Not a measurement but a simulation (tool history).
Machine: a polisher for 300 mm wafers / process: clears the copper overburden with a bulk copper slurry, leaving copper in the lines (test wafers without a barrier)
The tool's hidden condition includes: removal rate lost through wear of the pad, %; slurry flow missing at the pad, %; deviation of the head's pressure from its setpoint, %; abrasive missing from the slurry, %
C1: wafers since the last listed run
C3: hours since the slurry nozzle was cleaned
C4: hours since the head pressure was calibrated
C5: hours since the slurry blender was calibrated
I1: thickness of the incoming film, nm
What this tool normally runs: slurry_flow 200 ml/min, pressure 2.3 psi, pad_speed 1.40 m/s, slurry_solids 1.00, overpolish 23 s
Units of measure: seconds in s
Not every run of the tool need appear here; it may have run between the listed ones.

Run 1, hour 0.0: usual settings; C1 0; wafers polished on this pad 3710; C3 272.4; C4 1252.2; C5 393.1; I1 1216.2. Result: seconds 168.1 s.
At hour 45.7: head pressure recalibrated.
Run 2, hour 46.3: usual settings; C1 413; wafers polished on this pad 4123; C3 318.7; C4 0.6; C5 439.4; I1 1237.5. Result: seconds 165.0 s.
At hour 61.9: slurry blender recalibrated.
At hour 98.8: worn pad replaced by a new one.
Run 3, hour 117.2: usual settings; C1 606; wafers polished on this pad 171; C3 389.6; C4 71.5; C5 55.3; I1 1242.7. Result: seconds 138.8 s.
Run 4, hour 169.9: usual settings; C1 492; wafers polished on this pad 664; C3 442.3; C4 124.2; C5 108.0; I1 1264.3. Result: seconds 145.4 s.
Run 5, hour 241.0: usual settings; C1 664; wafers polished on this pad 1328; C3 513.4; C4 195.3; C5 179.1; I1 1239.7. Result: seconds 152.1 s.
Run 6, hour 297.4: usual settings but slurry_flow 130 ml/min, slurry_solids 0.75; C1 526; wafers polished on this pad 1855; C3 569.8; C4 251.7; C5 235.5; I1 1233.3. Result: seconds 173.4 s.
Run 7, hour 359.6: usual settings but slurry_flow 220 ml/min; C1 581; wafers polished on this pad 2436; C3 632.0; C4 313.9; C5 297.7; I1 1258.1. Result: seconds 160.8 s.
Run 8, hour 419.3: usual settings; C1 557; wafers polished on this pad 2994; C3 691.7; C4 373.6; C5 357.4; I1 1246.5. Result: seconds 160.6 s.
Run 9, hour 448.2: usual settings but slurry_flow 155 ml/min; C1 269; wafers polished on this pad 3264; C3 720.6; C4 402.5; C5 386.3; I1 1250.0. Result: seconds 171.9 s.
Run 10, hour 476.2: usual settings; C1 261; wafers polished on this pad 3525; C3 748.6; C4 430.5; C5 414.3; I1 1266.2. Result: seconds 165.0 s.
At hour 486.1: slurry blender recalibrated.
Run 11, hour 506.0: usual settings; C1 259; wafers polished on this pad 3785; C3 778.4; C4 460.3; C5 19.9; I1 1269.4. Result: seconds 156.1 s.
At hour 531.7: worn pad replaced by a new one.
Run 12, hour 547.6: usual settings but slurry_flow 130 ml/min, slurry_solids 0.75; C1 351; wafers polished on this pad 148; C3 820.0; C4 501.9; C5 61.5; I1 1246.0. Result: seconds 159.1 s.
Run 13, hour 584.7: usual settings; C1 346; wafers polished on this pad 494; C3 857.1; C4 539.0; C5 98.6; I1 1265.6. Result: seconds 149.2 s.
Run 14, hour 630.9: usual settings but pressure 2.8 psi, slurry_solids 0.90; C1 431; wafers polished on this pad 926; C3 903.3; C4 585.2; C5 144.8; I1 1232.8. Result: seconds 135.1 s.
At hour 665.0: slurry nozzle cleaned.
Run 15, hour 696.5: usual settings but slurry_flow 135 ml/min, pad_speed 1.00 m/s, slurry_solids 1.20, overpolish 18 s; C1 603; wafers polished on this pad 1530; C3 31.5; C4 650.8; C5 210.4; I1 1234.7. Result: seconds 224.7 s.
Run 16, hour 764.1: usual settings; C1 631; wafers polished on this pad 2161; C3 99.1; C4 718.4; C5 278.0; I1 1235.6. Result: seconds 156.4 s.
Run 17, hour 802.9: usual settings but overpolish 32 s; C1 362; wafers polished on this pad 2524; C3 137.9; C4 757.2; C5 316.8; I1 1262.9. Result: seconds 166.5 s.
Run 18, hour 849.9: usual settings but pressure 1.7 psi, slurry_solids 1.25; C1 439; wafers polished on this pad 2963; C3 184.9; C4 804.2; C5 363.8; I1 1247.2. Result: seconds 193.9 s.
Run 19, hour 885.2: usual settings but pressure 2.0 psi, pad_speed 1.10 m/s, slurry_solids 0.75; C1 329; wafers polished on this pad 3292; C3 220.2; C4 839.5; C5 399.1; I1 1248.0. Result: seconds 239.8 s.
Run 20, hour 916.7: usual settings; C1 294; wafers polished on this pad 3587; C3 251.7; C4 871.0; C5 430.6; I1 1253.7. Result: seconds 175.8 s.
At hour 933.3: slurry blender recalibrated.
Run 21, hour 963.8: usual settings but pad_speed 1.54 m/s; C1 421; wafers polished on this pad 4008; C3 298.8; C4 918.1; C5 30.5; I1 1236.6. Result: seconds 145.7 s.
Run 22, hour 1007.7: usual settings but overpolish 33 s; C1 410; wafers polished on this pad 4418; C3 342.7; C4 962.0; C5 74.4; I1 1239.3. Result: seconds 162.4 s.
At hour 1044.1: head pressure recalibrated.
At hour 1054.7: worn pad replaced by a new one.
Run 23, hour 1066.4: usual settings but slurry_flow 145 ml/min, slurry_solids 0.90; C1 492; wafers polished on this pad 108; C3 401.4; C4 22.3; C5 133.1; I1 1263.5. Result: seconds 158.3 s.
Run 24, hour 1099.7: usual settings but pad_speed 1.68 m/s; C1 311; wafers polished on this pad 420; C3 434.7; C4 55.6; C5 166.4; I1 1264.0. Result: seconds 120.1 s.
Run 25, hour 1164.0: usual settings but slurry_flow 235 ml/min, pad_speed 1.78 m/s; C1 600; wafers polished on this pad 1020; C3 499.0; C4 119.9; C5 230.7; I1 1256.3. Result: seconds 120.4 s.
Run 26, hour 1194.4: usual settings but pressure 1.7 psi; C1 284; wafers polished on this pad 1304; C3 529.4; C4 150.3; C5 261.1; I1 1230.6. Result: seconds 182.6 s.
Run 27, hour 1222.7: usual settings but slurry_flow 175 ml/min, pad_speed 1.28 m/s, slurry_solids 0.85; C1 264; wafers polished on this pad 1569; C3 557.7; C4 178.6; C5 289.4; I1 1254.9. Result: seconds 183.1 s.

Hidden state, per run?
slurry flow missing at the pad, %: 0 on each run
deviation of the head's pressure from its setpoint, %: 0 on each run
H1: removal rate lost through wear of the pad, %
H2: abrasive missing from the slurry, %
run     H1    H2
  1   10.6  37.2
  2   11.8  37.9
  3  0.766  11.3
  4   2.15  18.8
  5   4.01  25.5
  6   5.49  29.1
  7   7.12  31.7
  8   8.68  33.4
  9   9.44    34
 10   10.2  34.5
 11     11  8.18
 12   1.39  15.9
 13   2.36  21.2
 14   3.57  26.2
 15   5.29  31.2
 16   7.06  34.5
 17   8.08  35.9
 18   9.31  37.1
 19   10.2  37.8
 20   11.1  38.3
 21   12.3  8.41
 22   13.5    16
 23   1.07  23.2
 24   1.95  26.2
 25   3.63  30.4
 26   4.43  31.9
 27   5.17    33
